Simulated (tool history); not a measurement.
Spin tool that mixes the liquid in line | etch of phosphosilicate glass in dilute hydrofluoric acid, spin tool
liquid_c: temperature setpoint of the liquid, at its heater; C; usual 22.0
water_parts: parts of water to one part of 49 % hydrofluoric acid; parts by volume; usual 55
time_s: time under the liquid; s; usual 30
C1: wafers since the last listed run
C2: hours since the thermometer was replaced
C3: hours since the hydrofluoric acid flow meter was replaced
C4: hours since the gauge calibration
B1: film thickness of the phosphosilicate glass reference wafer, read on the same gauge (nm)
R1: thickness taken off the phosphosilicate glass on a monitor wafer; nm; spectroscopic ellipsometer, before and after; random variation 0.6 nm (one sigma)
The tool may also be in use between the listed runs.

run 1 day=0.000 | liquid_c=22.0 water_parts=55 time_s=30 | C1=0 C2=77.4 C3=1617.8 C4=1439.7 | B1=100.01 | R1=97.98
run 2 day=2.542 | liquid_c=22.0 water_parts=55 time_s=30 | C1=494 C2=138.4 C3=1678.8 C4=1500.7 | B1=100.01 | R1=97.75
run 3 day=5.783 | liquid_c=22.0 water_parts=55 time_s=30 | C1=630 C2=216.2 C3=1756.6 C4=1578.5 | B1=100.02 | R1=99.16
run 4 day=8.717 | liquid_c=19.5 water_parts=55 time_s=20 | C1=570 C2=286.6 C3=1827.0 C4=1648.9 | B1=99.99 | R1=59.97
run 5 day=11.325 | liquid_c=19.5 water_parts=55 time_s=20 | C1=507 C2=349.2 C3=1889.6 C4=1711.5 | B1=100.00 | R1=59.19
run 6 day=15.188 | liquid_c=19.5 water_parts=55 time_s=20 | C1=750 C2=441.9 C3=1982.3 C4=1804.2 | B1=99.98 | R1=59.69
run 7 day=17.033 | liquid_c=22.0 water_parts=55 time_s=30 | C1=358 C2=486.2 C3=2026.6 C4=1848.5 | B1=100.03 | R1=98.50
run 8 day=21.304 | liquid_c=22.0 water_parts=55 time_s=30 | C1=830 C2=588.7 C3=2129.1 C4=1951.0 | B1=100.05 | R1=99.97
run 9 day=25.792 | liquid_c=22.0 water_parts=55 time_s=30 | C1=872 C2=696.4 C3=2236.8 C4=2058.7 | B1=99.99 | R1=99.81
run 10 day=29.762 | liquid_c=22.0 water_parts=55 time_s=30 | C1=771 C2=791.7 C3=2332.1 C4=2154.0 | B1=100.01 | R1=100.42
-- day=30.725 hydrofluoric acid flow meter replaced
-- day=31.058 gauge calibrated
run 11 day=33.167 | liquid_c=22.0 water_parts=55 time_s=30 | C1=653 C2=873.4 C3=58.6 C4=50.6 | B1=100.03 | R1=99.28
run 12 day=34.850 | liquid_c=22.0 water_parts=55 time_s=30 | C1=327 C2=913.8 C3=99.0 C4=91.0 | B1=100.00 | R1=99.31
run 13 day=37.638 | liquid_c=22.0 water_parts=55 time_s=30 | C1=541 C2=980.7 C3=165.9 C4=157.9 | B1=99.99 | R1=100.98
run 14 day=45.783 | liquid_c=22.0 water_parts=55 time_s=30 | C1=1583 C2=1176.2 C3=361.4 C4=353.4 | B1=100.01 | R1=100.05
run 15 day=48.167 | liquid_c=23.5 water_parts=80 time_s=30 | C1=463 C2=1233.4 C3=418.6 C4=410.6 | B1=100.01 | R1=71.23
run 16 day=50.575 | liquid_c=26.5 water_parts=30 time_s=20 | C1=468 C2=1291.2 C3=476.4 C4=468.4 | B1=99.99 | R1=152.82
run 17 day=54.517 | liquid_c=24.5 water_parts=70 time_s=15 | C1=766 C2=1385.8 C3=571.0 C4=563.0 | B1=99.98 | R1=43.20
run 18 day=57.204 | liquid_c=18.0 water_parts=30 time_s=40 | C1=522 C2=1450.3 C3=635.5 C4=627.5 | B1=100.00 | R1=217.19
run 19 day=59.654 | liquid_c=22.0 water_parts=55 time_s=30 | C1=476 C2=1509.1 C3=694.3 C4=686.3 | B1=100.01 | R1=101.19
-- day=59.908 thermometer replaced
run 20 day=64.067 | liquid_c=22.0 water_parts=30 time_s=45 | C1=849 C2=99.8 C3=800.2 C4=792.2 | B1=99.98 | R1=280.96
run 21 day=65.850 | liquid_c=18.5 water_parts=55 time_s=30 | C1=346 C2=142.6 C3=843.0 C4=835.0 | B1=100.02 | R1=84.99
run 22 day=70.208 | liquid_c=18.5 water_parts=55 time_s=25 | C1=847 C2=247.2 C3=947.6 C4=939.6 | B1=100.01 | R1=70.98
run 23 day=73.429 | liquid_c=25.0 water_parts=55 time_s=35 | C1=626 C2=324.5 C3=1024.9 C4=1016.9 | B1=99.99 | R1=130.48
run 24 day=76.646 | liquid_c=18.5 water_parts=80 time_s=40 | C1=625 C2=401.7 C3=1102.1 C4=1094.1 | B1=100.00 | R1=75.36
run 25 day=80.171 | liquid_c=22.0 water_parts=35 time_s=30 | C1=685 C2=486.3 C3=1186.7 C4=1178.7 | B1=100.00 | R1=160.65
run 26 day=83.529 | liquid_c=26.0 water_parts=55 time_s=25 | C1=652 C2=566.9 C3=1267.3 C4=1259.3 | B1=100.01 | R1=98.73
run 27 day=86.554 | liquid_c=22.0 water_parts=55 time_s=30 | C1=588 C2=639.5 C3=1339.9 C4=1331.9 | B1=99.99 | R1=100.58
run 28 day=90.650 | liquid_c=22.0 water_parts=55 time_s=45 | C1=796 C2=737.8 C3=1438.2 C4=1430.2 | B1=100.00 | R1=149.35

Consider 5 possible next runs. They are alternatives, not a sequence: every one starts from the tool as it was left by run 28. What does each give?
run A day=90.667 | liquid_c=22.0 water_parts=30 time_s=30 | C1=3 C2=738.2 C3=1438.6 C4=1430.6 | B1=? | R1=?
run B day=90.667 | liquid_c=27.0 water_parts=55 time_s=20 | C1=3 C2=738.2 C3=1438.6 C4=1430.6 | B1=? | R1=?
run C day=90.667 | liquid_c=20.0 water_parts=55 time_s=40 | C1=3 C2=738.2 C3=1438.6 C4=1430.6 | B1=? | R1=?
run D day=90.667 | liquid_c=26.5 water_parts=55 time_s=30 | C1=3 C2=738.2 C3=1438.6 C4=1430.6 | B1=? | R1=?
run E day=90.667 | liquid_c=25.5 water_parts=55 time_s=30 | C1=3 C2=738.2 C3=1438.6 C4=1430.6 | B1=? | R1=?

run=A B1=99.96 R1=187.37
run=B B1=99.96 R1=80.89
run=C B1=99.96 R1=121.38
run=D B1=99.96 R1=118.93
run=E B1=99.96 R1=114.24
What these runs would have given with no unlogged condition in the tool:
run=A R1=184.61
run=B R1=79.76
run=C R1=119.59
run=D R1=117.27
run=E R1=112.63
